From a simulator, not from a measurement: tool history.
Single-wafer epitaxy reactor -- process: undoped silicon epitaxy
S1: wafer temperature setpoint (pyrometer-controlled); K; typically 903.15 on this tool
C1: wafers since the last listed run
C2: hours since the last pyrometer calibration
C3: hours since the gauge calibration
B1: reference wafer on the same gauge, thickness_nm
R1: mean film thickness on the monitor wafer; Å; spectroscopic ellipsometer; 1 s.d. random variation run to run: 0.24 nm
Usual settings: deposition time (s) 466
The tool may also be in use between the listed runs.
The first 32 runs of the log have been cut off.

Run 33, hour 2291.4: usual settings; C1 108; C2 232.8; C3 888.2; B1 58.469. Result: R1 526.18 Å.
Run 34, hour 2332.5: usual settings; C1 115; C2 273.9; C3 929.3; B1 58.318. Result: R1 527.8 Å.
Run 35, hour 2371.9: usual settings but S1 911.15 K, deposition time (s) 524; C1 110; C2 313.3; C3 968.7; B1 58.391. Result: R1 734.57 Å.
Run 36, hour 2422.9: usual settings but S1 898.15 K; C1 142; C2 364.3; C3 1019.7; B1 58.458. Result: R1 458.75 Å.
Run 37, hour 2524.6: usual settings but S1 895.15 K, deposition time (s) 401; C1 284; C2 466; C3 1121.4; B1 58.342. Result: R1 365.09 Å.
Run 38, hour 2571.5: usual settings but S1 899.15 K; C1 131; C2 512.9; C3 1168.3; B1 58.361. Result: R1 472.22 Å.
Run 39, hour 2633.4: usual settings but S1 907.15 K; C1 173; C2 574.8; C3 1230.2; B1 58.45. Result: R1 581.64 Å.
Run 40, hour 2722.6: usual settings but S1 911.15 K; C1 249; C2 664; C3 1319.4; B1 58.447. Result: R1 632.71 Å.
Run 41, hour 2778: usual settings but deposition time (s) 525; C1 155; C2 719.4; C3 1374.8; B1 58.361. Result: R1 584.29 Å.
Run 42, hour 2840.4: usual settings but deposition time (s) 545; C1 174; C2 781.8; C3 1437.2; B1 58.355. Result: R1 600.17 Å.

3 options for the next run, each taken on its own from the tool as it stands now. Forecast them:
Run A, hour 2840.9: usual settings but S1 890.15 K; C1 1; C2 782.3; C3 1437.7; B1 ?. Result: R1 ?.
Run B, hour 2840.9: usual settings but S1 918.15 K; C1 1; C2 782.3; C3 1437.7; B1 ?. Result: R1 ?.
Run C, hour 2840.9: usual settings but S1 917.15 K, deposition time (s) 556; C1 1; C2 782.3; C3 1437.7; B1 ?. Result: R1 ?.

run      B1      R1
  A  58.346  366.69
  B  58.346  758.95
  C  58.346  883.08
Had the tool no hidden state, the same runs would have come out as:
run      R1
  A  379.85
  B   784.3
  C  912.64
